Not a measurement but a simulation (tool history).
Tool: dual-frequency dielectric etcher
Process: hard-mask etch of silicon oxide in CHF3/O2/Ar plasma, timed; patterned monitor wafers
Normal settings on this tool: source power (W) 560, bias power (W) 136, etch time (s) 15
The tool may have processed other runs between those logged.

run,day,source power (W),bias power (W),etch time (s),wafers since the last listed run,hours since the last wet clean,hours since the last source power generator calibration,hours since the last bias power generator calibration,hours since the last upper electrode change,hours since the gauge calibration,"read-back reference wafer on the same gauge, depth_nm",mean etch depth across the wafer (angstrom)
1,0,560,136,15,0,160.9,2269.6,2413.2,1381.2,18.8,25.51,265.5
2,1.9,560,136,15,561,206.5,2315.2,2458.8,1426.8,64.4,25.56,265.9
3,3.933,560,136,15,600,255.3,2364,2507.6,1475.6,113.2,25.55,264.4
4,8.2,560,136,15,1260,357.7,2466.4,2610,1578,215.6,25.51,266.2
5,11.7,560,136,15,1033,441.7,2550.4,2694,1662,299.6,25.53,264.2
6,13.592,560,136,15,558,487.1,2595.8,2739.4,1707.4,345,25.53,264.1
7,15.358,560,136,15,521,529.5,2638.2,2781.8,1749.8,387.4,25.5,263.8
8,19.15,560,160,15,1120,620.5,2729.2,2872.8,1840.8,478.4,25.61,283
# day 21.204: wet clean of the chamber
9,21.225,560,160,15,317,0.5,2779,2922.6,1890.6,528.2,25.57,282.8
10,22.971,560,160,15,515,42.4,2820.9,2964.5,1932.5,570.1,25.56,279.8
11,25.762,560,136,15,824,109.4,2887.9,3031.5,1999.5,637.1,25.39,267.4
# day 28.783: upper electrode replaced
12,28.804,560,136,15,603,182.4,2960.9,3104.5,0.5,710.1,25.49,267.8
13,32.354,560,136,15,1048,267.6,3046.1,3189.7,85.7,795.3,25.56,264.2
# day 33.138: bias power generator calibrated
14,35.996,680,119,13.5,1026,355,3133.5,68.6,173.1,882.7,25.51,243
15,40.2,560,136,15,1241,455.9,3234.4,169.5,274,983.6,25.44,265.1
16,43.333,640,112,15,925,531.1,3309.6,244.7,349.2,1058.8,25.51,259
# day 44.2: gauge calibrated
17,46.804,560,136,13,1025,614.4,3392.9,328,432.5,62.5,25.44,231.4
# day 49.133: source power generator calibrated
# day 49.996: wet clean of the chamber
18,50.017,560,136,15,644,0.5,21.2,405.1,509.6,139.6,25.49,264.2
19,53.292,670,120,14,967,79.1,99.8,483.7,588.2,218.2,25.42,250.7
20,56.2,560,136,15,859,148.9,169.6,553.5,658,288,25.51,265.7
21,64.288,560,136,15,2389,343,363.7,747.6,852.1,482.1,25.52,267
22,66.258,470,118,15,582,390.3,411,794.9,899.4,529.4,25.53,236
23,68.15,600,136,18,558,435.7,456.4,840.3,944.8,574.8,25.49,323.7
24,70.962,430,136,15,830,503.2,523.9,907.8,1012.3,642.3,25.49,244.5

Run-by-run hidden state of the tool:
etch rate over this chamber's usual, %: 0 in every run
source power that arrives over what is set, %: 0 in every run
bias power that arrives over what is set, %: 0 in every run
gauge reads high (%): 0 in every run

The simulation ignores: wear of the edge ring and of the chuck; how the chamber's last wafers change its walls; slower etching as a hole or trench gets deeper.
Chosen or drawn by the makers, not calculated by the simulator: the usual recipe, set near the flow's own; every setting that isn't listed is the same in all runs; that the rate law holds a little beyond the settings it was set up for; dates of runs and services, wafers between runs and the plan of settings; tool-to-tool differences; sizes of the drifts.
